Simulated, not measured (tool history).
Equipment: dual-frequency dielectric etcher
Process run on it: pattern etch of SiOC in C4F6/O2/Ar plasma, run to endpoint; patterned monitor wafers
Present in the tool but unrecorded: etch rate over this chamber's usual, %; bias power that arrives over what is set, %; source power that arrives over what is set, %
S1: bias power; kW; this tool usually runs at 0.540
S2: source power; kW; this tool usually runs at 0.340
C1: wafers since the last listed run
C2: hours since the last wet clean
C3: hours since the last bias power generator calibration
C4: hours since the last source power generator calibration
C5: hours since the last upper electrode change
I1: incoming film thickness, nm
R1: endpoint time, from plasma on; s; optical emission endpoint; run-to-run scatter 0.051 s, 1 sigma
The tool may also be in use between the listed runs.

run,hour,S1,S2,C1,C2,C3,C4,C5,I1,R1
1,0.0,0.540,0.340,0,507.8,4235.5,5013.8,2781.8,43.55,16.4
2,13.8,0.615,0.340,229,521.6,4249.3,5027.6,2795.6,43.48,15.3
# hour 44.1: wet clean of the chamber
# hour 66.3: upper electrode replaced
# hour 79.7: wet clean of the chamber, repeated, since the last time left the tool worse
# hour 81.1: source power generator calibrated
3,81.6,0.615,0.340,112,1.9,4317.1,0.5,15.3,43.28,15.9
4,81.9,0.540,0.340,4,2.2,4317.4,0.8,15.6,43.44,17.0
5,82.3,0.540,0.340,6,2.6,4317.8,1.2,16.0,43.69,17.2
6,82.6,0.604,0.340,4,2.9,4318.1,1.5,16.3,43.56,16.1
7,82.9,0.604,0.340,4,3.2,4318.4,1.8,16.6,43.28,16.0
8,84.0,0.427,0.260,18,4.3,4319.5,2.9,17.7,43.41,21.0
9,93.0,0.419,0.410,149,13.3,4328.5,11.9,26.7,43.75,18.7
# hour 106.3: bias power generator calibrated
10,110.9,0.485,0.300,230,31.2,4.6,29.8,44.6,43.71,18.9
11,121.0,0.453,0.320,167,41.3,14.7,39.9,54.7,43.67,19.2
12,131.8,0.652,0.290,179,52.1,25.5,50.7,65.5,43.49,16.1
13,140.1,0.505,0.280,137,60.4,33.8,59.0,73.8,43.70,18.7
14,146.8,0.540,0.340,111,67.1,40.5,65.7,80.5,43.76,17.1

Here are 5 independent what-if runs from the current tool condition. What would each one return?
A,147.2,0.540,0.400,6,67.5,40.9,66.1,80.9,43.52,?
B,147.2,0.499,0.300,6,67.5,40.9,66.1,80.9,43.52,?
C,147.2,0.623,0.310,6,67.5,40.9,66.1,80.9,43.52,?
D,147.2,0.659,0.370,6,67.5,40.9,66.1,80.9,43.52,?
E,147.2,0.405,0.410,6,67.5,40.9,66.1,80.9,43.52,?

run,R1
A,16.2
B,18.4
C,16.2
D,14.9
E,19.0
The same runs, with their run-to-run variation unchanged, on a tool lacking any hidden condition would have given:
run,R1
A,16.2
B,18.5
C,16.2
D,14.9
E,19.0
